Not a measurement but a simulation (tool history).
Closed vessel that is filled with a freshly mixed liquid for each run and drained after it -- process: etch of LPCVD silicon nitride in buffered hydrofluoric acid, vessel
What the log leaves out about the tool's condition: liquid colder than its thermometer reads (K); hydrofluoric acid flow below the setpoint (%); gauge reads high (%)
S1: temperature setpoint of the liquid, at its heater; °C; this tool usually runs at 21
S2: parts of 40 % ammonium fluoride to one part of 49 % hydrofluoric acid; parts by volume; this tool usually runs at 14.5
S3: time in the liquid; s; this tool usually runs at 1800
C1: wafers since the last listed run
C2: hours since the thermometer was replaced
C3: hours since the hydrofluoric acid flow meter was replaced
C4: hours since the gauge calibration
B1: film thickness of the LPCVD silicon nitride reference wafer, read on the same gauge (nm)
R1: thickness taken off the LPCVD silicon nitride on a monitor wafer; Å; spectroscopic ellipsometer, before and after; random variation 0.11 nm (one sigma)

| run | hour | S1 | S2 | S3 | C1 | C2 | C3 | C4 | B1 | R1 |
|---|---|---|---|---|---|---|---|---|---|---|
| 1 | 0 | 21 | 14.5 | 1800 | 0 | 1978.6 | 44 | 1401.5 | 90.02 | 130.5 |
| 2 | 50 | 21 | 14.5 | 1800 | 1461 | 2028.6 | 94 | 1451.5 | 89.99 | 130.5 |
| 3 | 80.8 | 21 | 14.5 | 1800 | 900 | 2059.4 | 124.8 | 1482.3 | 90 | 130.1 |
| 4 | 111.4 | 21 | 14.5 | 1800 | 894 | 2090 | 155.4 | 1512.9 | 90.05 | 131.5 |
| 5 | 175.4 | 21 | 14.5 | 1800 | 1870 | 2154 | 219.4 | 1576.9 | 90.01 | 130.9 |
| 6 | 239.8 | 21 | 14.5 | 1800 | 1882 | 2218.4 | 283.8 | 1641.3 | 89.98 | 129.9 |
| 7 | 269.4 | 21 | 14.5 | 1800 | 865 | 2248 | 313.4 | 1670.9 | 90 | 129.5 |
| 8 | 310.9 | 21 | 14.5 | 1800 | 1213 | 2289.5 | 354.9 | 1712.4 | 89.98 | 130.8 |
| 9 | 346.2 | 20 | 14.5 | 1800 | 1031 | 2324.8 | 390.2 | 1747.7 | 90.02 | 122.4 |
|  | 353.1 | gauge calibrated |
|  | 384.8 | hydrofluoric acid flow meter replaced |
| 10 | 392.1 | 20 | 14.5 | 1800 | 1312 | 2370.7 | 7.3 | 39 | 89.97 | 125.3 |
| 11 | 417.7 | 21 | 11.5 | 810 | 748 | 2396.3 | 32.9 | 64.6 | 89.98 | 74.9 |
| 12 | 462.9 | 21 | 11.5 | 1450 | 1321 | 2441.5 | 78.1 | 109.8 | 89.97 | 132.5 |
| 13 | 522.9 | 21 | 14.5 | 1800 | 1753 | 2501.5 | 138.1 | 169.8 | 90.01 | 131.4 |
| 14 | 566.7 | 21 | 18.5 | 1800 | 1280 | 2545.3 | 181.9 | 213.6 | 90.04 | 103 |
| 15 | 636.4 | 17.5 | 18.5 | 1800 | 2037 | 2615 | 251.6 | 283.3 | 89.98 | 85.1 |
| 16 | 700.8 | 17.5 | 20 | 1140 | 1882 | 2679.4 | 316 | 347.7 | 89.98 | 49.8 |
| 17 | 769.5 | 21 | 14.5 | 1800 | 2008 | 2748.1 | 384.7 | 416.4 | 90.01 | 129.7 |
| 18 | 826.5 | 25 | 10 | 1800 | 1666 | 2805.1 | 441.7 | 473.4 | 90 | 232.6 |
| 19 | 877 | 21 | 14.5 | 1800 | 1476 | 2855.6 | 492.2 | 523.9 | 90.01 | 130.5 |
|  | 888.4 | thermometer replaced |
|  | 897.8 | hydrofluoric acid flow meter replaced |
| 20 | 909.9 | 23 | 13 | 2590 | 903 | 21.5 | 12.1 | 556.8 | 90.01 | 238 |
| 21 | 974.8 | 24.5 | 11.5 | 1365 | 1896 | 86.4 | 77 | 621.7 | 90 | 150.5 |
| 22 | 1006.6 | 21 | 14.5 | 1800 | 929 | 118.2 | 108.8 | 653.5 | 90.01 | 131 |
| 23 | 1054.5 | 21 | 11 | 880 | 1400 | 166.1 | 156.7 | 701.4 | 90.01 | 83.8 |
| 24 | 1122.6 | 21 | 14.5 | 1800 | 1990 | 234.2 | 224.8 | 769.5 | 90.03 | 132.2 |
| 25 | 1174.9 | 19.5 | 16.5 | 2810 | 1528 | 286.5 | 277.1 | 821.8 | 89.99 | 164.1 |
| 26 | 1211.3 | 21 | 18.5 | 1800 | 1063 | 322.9 | 313.5 | 858.2 | 89.98 | 100.5 |
| 27 | 1281.9 | 21 | 14.5 | 2785 | 2063 | 393.5 | 384.1 | 928.8 | 90 | 199.9 |
| 28 | 1414.5 | 17 | 11.5 | 2355 | 3875 | 526.1 | 516.7 | 1061.4 | 90 | 165.2 |
|  | 1459.2 | hydrofluoric acid flow meter replaced |
| 29 | 1462.1 | 25 | 18.5 | 1410 | 1362 | 573.7 | 2.9 | 1109 | 90.02 | 100.2 |
| 30 | 1527.9 | 21 | 19.5 | 1060 | 1923 | 639.5 | 68.7 | 1174.8 | 89.98 | 57.9 |
| 31 | 1560.9 | 25.5 | 11.5 | 1800 | 964 | 672.5 | 101.7 | 1207.8 | 90.02 | 210.7 |
| 32 | 1598.5 | 21 | 11 | 2810 | 1099 | 710.1 | 139.3 | 1245.4 | 89.94 | 267 |

Below are 4 alternative next runs, each starting from the tool's condition after run 32. Predict each:
| A | 1599.6 | 21 | 14.5 | 1800 | 32 | 711.2 | 140.4 | 1246.5 | ? | ? |
| B | 1599.6 | 21 | 12 | 820 | 32 | 711.2 | 140.4 | 1246.5 | ? | ? |
| C | 1599.6 | 21 | 14.5 | 2355 | 32 | 711.2 | 140.4 | 1246.5 | ? | ? |
| D | 1599.6 | 26 | 20 | 2150 | 32 | 711.2 | 140.4 | 1246.5 | ? | ? |

| run | B1 | R1 |
|---|---|---|
| A | 90.01 | 131.7 |
| B | 90.01 | 72.2 |
| C | 90.01 | 172.3 |
| D | 90.01 | 151.3 |
Stripped of hidden state, with their random variation kept, the same runs would have yielded:
| run | R1 |
|---|---|
| A | 133.2 |
| B | 73.1 |
| C | 174.3 |
| D | 152.5 |
